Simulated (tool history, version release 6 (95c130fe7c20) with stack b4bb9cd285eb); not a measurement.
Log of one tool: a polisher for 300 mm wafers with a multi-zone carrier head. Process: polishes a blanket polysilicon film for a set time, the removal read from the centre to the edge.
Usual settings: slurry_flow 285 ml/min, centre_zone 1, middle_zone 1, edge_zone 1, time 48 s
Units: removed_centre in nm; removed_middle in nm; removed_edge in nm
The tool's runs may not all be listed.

| run | hour | slurry_flow | centre_zone | middle_zone | edge_zone | time | wafers since the last listed run | wafers polished on this pad | hours since the slurry nozzle was cleaned | hours since the centre zone pressure was calibrated | hours since the edge zone pressure was calibrated | hours since the carrier head's membrane was replaced | incoming thickness of the incoming film, nm | removed_centre | removed_middle | removed_edge |
|---|---|---|---|---|---|---|---|---|---|---|---|---|---|---|---|---|
| 1 | 0 | 285 | 1 | 1 | 1 | 48 | 0 | 550 | 242.3 | 1332 | 1030.9 | 515.2 | 2342 | 391 | 399.5 | 403.5 |
| 2 | 7.3 | 285 | 1 | 1 | 1 | 48 | 87 | 638 | 249.6 | 1339.3 | 1038.2 | 522.5 | 2330 | 383.4 | 407.3 | 406.1 |
| 3 | 20.8 | 285 | 1 | 1 | 1 | 59 | 162 | 800 | 263.1 | 1352.8 | 1051.7 | 536 | 2330.1 | 477.9 | 491.3 | 484.1 |
| 4 | 32.4 | 285 | 1 | 1 | 1 | 59 | 139 | 940 | 274.7 | 1364.4 | 1063.3 | 547.6 | 2307.8 | 483 | 500.9 | 486.9 |
| 5 | 39 | 245 | 1 | 0.96 | 1 | 48 | 79 | 1019 | 281.3 | 1371 | 1069.9 | 554.2 | 2344.9 | 388.7 | 390.9 | 394.5 |
|  | 55.2 | worn pad replaced by a new one |
| 6 | 55.7 | 245 | 1 | 0.96 | 1 | 48 | 152 | 6 | 298 | 1387.7 | 1086.6 | 570.9 | 2330.4 | 386.6 | 388.9 | 403.9 |
| 7 | 62.7 | 285 | 1 | 1 | 1.06 | 55 | 84 | 90 | 305 | 1394.7 | 1093.6 | 577.9 | 2346.7 | 451.7 | 456.7 | 474.8 |
|  | 70.7 | edge zone pressure recalibrated |
|  | 73 | centre zone pressure recalibrated |
|  | 79 | carrier head's membrane replaced by a new one |
| 8 | 79.5 | 285 | 1 | 1 | 1.06 | 55 | 93 | 184 | 321.8 | 6.5 | 8.8 | 0.5 | 2336.6 | 454.4 | 448.5 | 478 |
|  | 88.1 | slurry nozzle cleaned |
| 9 | 94.9 | 285 | 1 | 1 | 1 | 48 | 173 | 357 | 6.8 | 21.9 | 24.2 | 15.9 | 2296.9 | 402 | 403.5 | 405.1 |
| 10 | 102.8 | 285 | 1 | 1.1 | 0.95 | 48 | 95 | 452 | 14.7 | 29.8 | 32.1 | 23.8 | 2352.9 | 387.1 | 444.4 | 387 |
| 11 | 115.1 | 245 | 1.04 | 1.07 | 1 | 53 | 147 | 600 | 27 | 42.1 | 44.4 | 36.1 | 2293.5 | 450.5 | 455.7 | 452 |
| 12 | 132.8 | 335 | 1 | 1 | 1 | 31 | 212 | 813 | 44.7 | 59.8 | 62.1 | 53.8 | 2317.6 | 258 | 264 | 262.6 |
| 13 | 142.8 | 285 | 1 | 1 | 1 | 48 | 120 | 934 | 54.7 | 69.8 | 72.1 | 63.8 | 2305.2 | 392.1 | 391.2 | 409.5 |
|  | 156.7 | worn pad replaced by a new one |
| 14 | 157.2 | 235 | 1 | 1 | 1.07 | 48 | 125 | 5 | 69.1 | 84.2 | 86.5 | 78.2 | 2346.6 | 388.2 | 396.3 | 417.8 |
| 15 | 167.8 | 285 | 1 | 1 | 1.05 | 48 | 127 | 133 | 79.7 | 94.8 | 97.1 | 88.8 | 2329.5 | 390.1 | 401.8 | 409.1 |
| 16 | 182.5 | 285 | 1 | 1 | 1 | 48 | 176 | 310 | 94.4 | 109.5 | 111.8 | 103.5 | 2360.3 | 388.5 | 403 | 404.3 |
| 17 | 191.5 | 285 | 1.09 | 1 | 1 | 48 | 108 | 418 | 103.4 | 118.5 | 120.8 | 112.5 | 2353.4 | 425.2 | 398.8 | 410 |
| 18 | 207.8 | 285 | 1 | 1 | 1 | 48 | 196 | 614 | 119.7 | 134.8 | 137.1 | 128.8 | 2354.2 | 390.9 | 409 | 409.6 |
| 19 | 225.5 | 225 | 0.94 | 1 | 0.93 | 61 | 212 | 827 | 137.4 | 152.5 | 154.8 | 146.5 | 2349.7 | 460.4 | 509.5 | 478.1 |

Forecast each of these 4 alternatives for the next run:
| A | 225.9 | 285 | 1 | 1 | 1 | 48 | 4 | 832 | 137.8 | 152.9 | 155.2 | 146.9 | 2357.1 | ? | ? | ? |
| B | 225.9 | 285 | 1 | 1.08 | 1 | 48 | 4 | 832 | 137.8 | 152.9 | 155.2 | 146.9 | 2357.1 | ? | ? | ? |
| C | 225.9 | 340 | 0.89 | 1 | 1 | 38 | 4 | 832 | 137.8 | 152.9 | 155.2 | 146.9 | 2357.1 | ? | ? | ? |
| D | 225.9 | 245 | 1.08 | 1 | 1.04 | 48 | 4 | 832 | 137.8 | 152.9 | 155.2 | 146.9 | 2357.1 | ? | ? | ? |

| run | removed_centre | removed_middle | removed_edge |
|---|---|---|---|
| A | 393.7 | 396.4 | 407.4 |
| B | 393.9 | 423.1 | 407 |
| C | 283.1 | 317.7 | 325.5 |
| D | 418.4 | 392 | 411.9 |
Without the tool's hidden state the same runs would have given:
| run | removed_centre | removed_middle | removed_edge |
|---|---|---|---|
| A | 393.7 | 396.4 | 407.4 |
| B | 393.9 | 423.1 | 407 |
| C | 283.1 | 317.7 | 325.5 |
| D | 418.4 | 392 | 411.9 |
